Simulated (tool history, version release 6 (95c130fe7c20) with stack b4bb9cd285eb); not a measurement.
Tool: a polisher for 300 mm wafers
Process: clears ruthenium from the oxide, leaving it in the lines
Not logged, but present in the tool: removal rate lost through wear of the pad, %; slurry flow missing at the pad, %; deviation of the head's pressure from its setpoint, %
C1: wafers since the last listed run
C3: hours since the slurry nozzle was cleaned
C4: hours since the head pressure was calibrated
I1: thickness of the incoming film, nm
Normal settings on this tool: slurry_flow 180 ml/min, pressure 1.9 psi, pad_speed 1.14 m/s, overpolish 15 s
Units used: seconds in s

run 1 hour=0.0 | slurry_flow=180 pressure=1.9 pad_speed=1.14 overpolish=15 | C1=0 wafers_polished_on_this_pad=538 C3=164.9 C4=1042.3 | I1=138.1 | seconds=135.0
run 2 hour=55.0 | slurry_flow=180 pressure=1.9 pad_speed=1.14 overpolish=15 | C1=277 wafers_polished_on_this_pad=816 C3=219.9 C4=1097.3 | I1=139.9 | seconds=143.5
-- hour=94.7 worn pad replaced by a new one
-- hour=138.3 slurry nozzle cleaned
run 3 hour=147.4 | slurry_flow=180 pressure=1.9 pad_speed=1.14 overpolish=15 | C1=440 wafers_polished_on_this_pad=260 C3=9.1 C4=1189.7 | I1=141.1 | seconds=139.1
run 4 hour=190.0 | slurry_flow=155 pressure=1.9 pad_speed=1.14 overpolish=15 | C1=214 wafers_polished_on_this_pad=475 C3=51.7 C4=1232.3 | I1=139.1 | seconds=138.9
run 5 hour=248.0 | slurry_flow=180 pressure=2.3 pad_speed=1.36 overpolish=15 | C1=292 wafers_polished_on_this_pad=768 C3=109.7 C4=1290.3 | I1=138.2 | seconds=103.8
-- hour=295.9 worn pad replaced by a new one
run 6 hour=335.9 | slurry_flow=180 pressure=2.3 pad_speed=1.36 overpolish=15 | C1=423 wafers_polished_on_this_pad=201 C3=197.6 C4=1378.2 | I1=139.7 | seconds=107.5
-- hour=343.0 head pressure recalibrated
-- hour=389.1 slurry nozzle cleaned
run 7 hour=441.9 | slurry_flow=180 pressure=2.3 pad_speed=1.36 overpolish=15 | C1=519 wafers_polished_on_this_pad=721 C3=52.8 C4=98.9 | I1=140.9 | seconds=99.3
-- hour=494.6 worn pad replaced by a new one
run 8 hour=526.5 | slurry_flow=120 pressure=2.6 pad_speed=1.24 overpolish=23 | C1=406 wafers_polished_on_this_pad=160 C3=137.4 C4=183.5 | I1=141.0 | seconds=113.6
run 9 hour=612.9 | slurry_flow=180 pressure=2.1 pad_speed=1.14 overpolish=15 | C1=435 wafers_polished_on_this_pad=596 C3=223.8 C4=269.9 | I1=141.1 | seconds=135.3
-- hour=671.3 worn pad replaced by a new one, of another model than before
run 10 hour=671.8 | slurry_flow=180 pressure=1.9 pad_speed=1.00 overpolish=15 | C1=277 wafers_polished_on_this_pad=2 C3=282.7 C4=328.8 | I1=139.3 | seconds=157.5
-- hour=685.2 slurry nozzle cleaned
run 11 hour=716.0 | slurry_flow=245 pressure=1.7 pad_speed=1.32 overpolish=22 | C1=217 wafers_polished_on_this_pad=220 C3=30.8 C4=373.0 | I1=137.0 | seconds=122.3
run 12 hour=791.1 | slurry_flow=180 pressure=1.9 pad_speed=1.14 overpolish=15 | C1=378 wafers_polished_on_this_pad=599 C3=105.9 C4=448.1 | I1=140.5 | seconds=141.6
-- hour=844.2 worn pad replaced by a new one
run 13 hour=849.7 | slurry_flow=180 pressure=1.9 pad_speed=1.14 overpolish=15 | C1=275 wafers_polished_on_this_pad=27 C3=164.5 C4=506.7 | I1=138.1 | seconds=138.9
run 14 hour=928.4 | slurry_flow=180 pressure=1.7 pad_speed=1.44 overpolish=15 | C1=397 wafers_polished_on_this_pad=425 C3=243.2 C4=585.4 | I1=142.7 | seconds=126.6

What if the next run were any one of these 3? Each begins from the tool's condition after run 14:
run A hour=928.9 | slurry_flow=150 pressure=1.9 pad_speed=1.14 overpolish=15 | C1=2 wafers_polished_on_this_pad=427 C3=243.7 C4=585.9 | I1=140.5 | seconds=?
run B hour=928.9 | slurry_flow=240 pressure=1.9 pad_speed=1.48 overpolish=15 | C1=2 wafers_polished_on_this_pad=427 C3=243.7 C4=585.9 | I1=140.5 | seconds=?
run C hour=928.9 | slurry_flow=180 pressure=2.4 pad_speed=1.14 overpolish=15 | C1=2 wafers_polished_on_this_pad=427 C3=243.7 C4=585.9 | I1=140.5 | seconds=?

run=A seconds=143.8
run=B seconds=112.8
run=C seconds=127.3
Stripped of hidden state, with their random variation kept, the same runs would have yielded:
run=A seconds=138.9
run=B seconds=109.7
run=C seconds=123.3
